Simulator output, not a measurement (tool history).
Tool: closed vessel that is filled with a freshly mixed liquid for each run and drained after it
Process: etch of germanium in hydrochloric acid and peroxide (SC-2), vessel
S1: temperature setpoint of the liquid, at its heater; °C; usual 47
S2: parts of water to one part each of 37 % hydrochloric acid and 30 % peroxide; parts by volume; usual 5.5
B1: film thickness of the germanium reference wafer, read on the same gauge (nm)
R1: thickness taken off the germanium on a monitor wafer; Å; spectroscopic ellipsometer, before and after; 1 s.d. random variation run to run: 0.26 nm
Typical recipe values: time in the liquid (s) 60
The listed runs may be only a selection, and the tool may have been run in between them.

{"run": 1, "hour": 0.0, "S1": 47, "S2": 5.5, "time in the liquid (s)": 60, "B1": 60.01, "R1": 1369.7}
{"run": 2, "hour": 7.4, "S1": 47, "S2": 5.5, "time in the liquid (s)": 60, "B1": 60.01, "R1": 1373}
{"run": 3, "hour": 24.2, "S1": 47, "S2": 5.5, "time in the liquid (s)": 60, "B1": 60, "R1": 1372.7}
{"run": 4, "hour": 41.9, "S1": 47, "S2": 5.5, "time in the liquid (s)": 60, "B1": 59.99, "R1": 1382.5}
{"run": 5, "hour": 51.7, "S1": 47, "S2": 5.5, "time in the liquid (s)": 60, "B1": 60.01, "R1": 1375.3}
{"run": 6, "hour": 60.6, "S1": 47, "S2": 5.5, "time in the liquid (s)": 60, "B1": 60, "R1": 1376.9}
{"run": 7, "hour": 74.0, "S1": 47, "S2": 5.5, "time in the liquid (s)": 60, "B1": 60.02, "R1": 1379.1}
{"run": 8, "hour": 90.5, "S1": 47, "S2": 5.5, "time in the liquid (s)": 60, "B1": 60, "R1": 1379.4}
{"run": 9, "hour": 119.3, "S1": 47, "S2": 4, "time in the liquid (s)": 60, "B1": 59.99, "R1": 1383.7}
{"run": 10, "hour": 128.0, "S1": 47, "S2": 6.5, "time in the liquid (s)": 60, "B1": 59.99, "R1": 1367.7}
{"hour": 141.3, "done": "chemicals flow meter replaced"}
{"run": 11, "hour": 143.9, "S1": 47, "S2": 6.5, "time in the liquid (s)": 60, "B1": 60.03, "R1": 1374.2}
{"run": 12, "hour": 156.0, "S1": 49.5, "S2": 5.5, "time in the liquid (s)": 60, "B1": 59.98, "R1": 1495.5}
{"run": 13, "hour": 164.7, "S1": 51, "S2": 7.5, "time in the liquid (s)": 90, "B1": 59.99, "R1": 2321.5}
{"hour": 179.4, "done": "new drum of peroxide connected"}
{"run": 14, "hour": 199.8, "S1": 47, "S2": 4, "time in the liquid (s)": 40, "B1": 60.01, "R1": 929.8}
{"run": 15, "hour": 217.1, "S1": 41, "S2": 7, "time in the liquid (s)": 80, "B1": 59.99, "R1": 1495.6}
{"hour": 221.9, "done": "gauge calibrated"}
{"run": 16, "hour": 227.5, "S1": 44.5, "S2": 7.5, "time in the liquid (s)": 50, "B1": 60.03, "R1": 1050.6}
{"run": 17, "hour": 242.6, "S1": 50.5, "S2": 8, "time in the liquid (s)": 60, "B1": 60, "R1": 1522.6}
{"hour": 249.8, "done": "thermometer replaced"}
{"run": 18, "hour": 257.6, "S1": 47, "S2": 4, "time in the liquid (s)": 30, "B1": 59.98, "R1": 650.8}
{"run": 19, "hour": 271.6, "S1": 40.5, "S2": 5.5, "time in the liquid (s)": 60, "B1": 60.02, "R1": 1041.5}
{"run": 20, "hour": 320.5, "S1": 38, "S2": 7, "time in the liquid (s)": 50, "B1": 60, "R1": 788.7}
{"run": 21, "hour": 334.5, "S1": 47, "S2": 5.5, "time in the liquid (s)": 60, "B1": 60, "R1": 1295.8}
{"run": 22, "hour": 343.0, "S1": 53.5, "S2": 5.5, "time in the liquid (s)": 60, "B1": 60.02, "R1": 1599.6}
{"run": 23, "hour": 357.4, "S1": 47, "S2": 5.5, "time in the liquid (s)": 60, "B1": 59.98, "R1": 1295.3}
{"run": 24, "hour": 364.4, "S1": 47, "S2": 5.5, "time in the liquid (s)": 60, "B1": 59.99, "R1": 1299.4}
{"run": 25, "hour": 371.0, "S1": 43.5, "S2": 5.5, "time in the liquid (s)": 45, "B1": 60.02, "R1": 865.9}
{"run": 26, "hour": 378.5, "S1": 53.5, "S2": 8, "time in the liquid (s)": 80, "B1": 59.99, "R1": 2087.1}
{"run": 27, "hour": 394.1, "S1": 47, "S2": 7, "time in the liquid (s)": 60, "B1": 60, "R1": 1285.3}
{"run": 28, "hour": 402.6, "S1": 47, "S2": 5.5, "time in the liquid (s)": 60, "B1": 60.02, "R1": 1296.3}
{"run": 29, "hour": 418.4, "S1": 55.5, "S2": 8, "time in the liquid (s)": 95, "B1": 60.04, "R1": 2639.5}

Below are 5 alternative next runs, each starting from the tool's condition after run 29. Predict each:
{"run": "A", "hour": 419.1, "S1": 47, "S2": 5.5, "time in the liquid (s)": 60, "B1": "?", "R1": "?"}
{"run": "B", "hour": 419.1, "S1": 53, "S2": 4, "time in the liquid (s)": 85, "B1": "?", "R1": "?"}
{"run": "C", "hour": 419.1, "S1": 49.5, "S2": 4, "time in the liquid (s)": 80, "B1": "?", "R1": "?"}
{"run": "D", "hour": 419.1, "S1": 37.5, "S2": 5.5, "time in the liquid (s)": 60, "B1": "?", "R1": "?"}
{"run": "E", "hour": 419.1, "S1": 47, "S2": 8.5, "time in the liquid (s)": 45, "B1": "?", "R1": "?"}

run=A B1=59.99 R1=1298.5
run=B B1=59.99 R1=2245.2
run=C B1=59.99 R1=1889
run=D B1=59.99 R1=942
run=E B1=59.99 R1=953.1
Stripped of hidden state, with their random variation kept, the same runs would have yielded:
run=A R1=1287
run=B R1=2226.1
run=C R1=1872.5
run=D R1=933.2
run=E R1=944.8
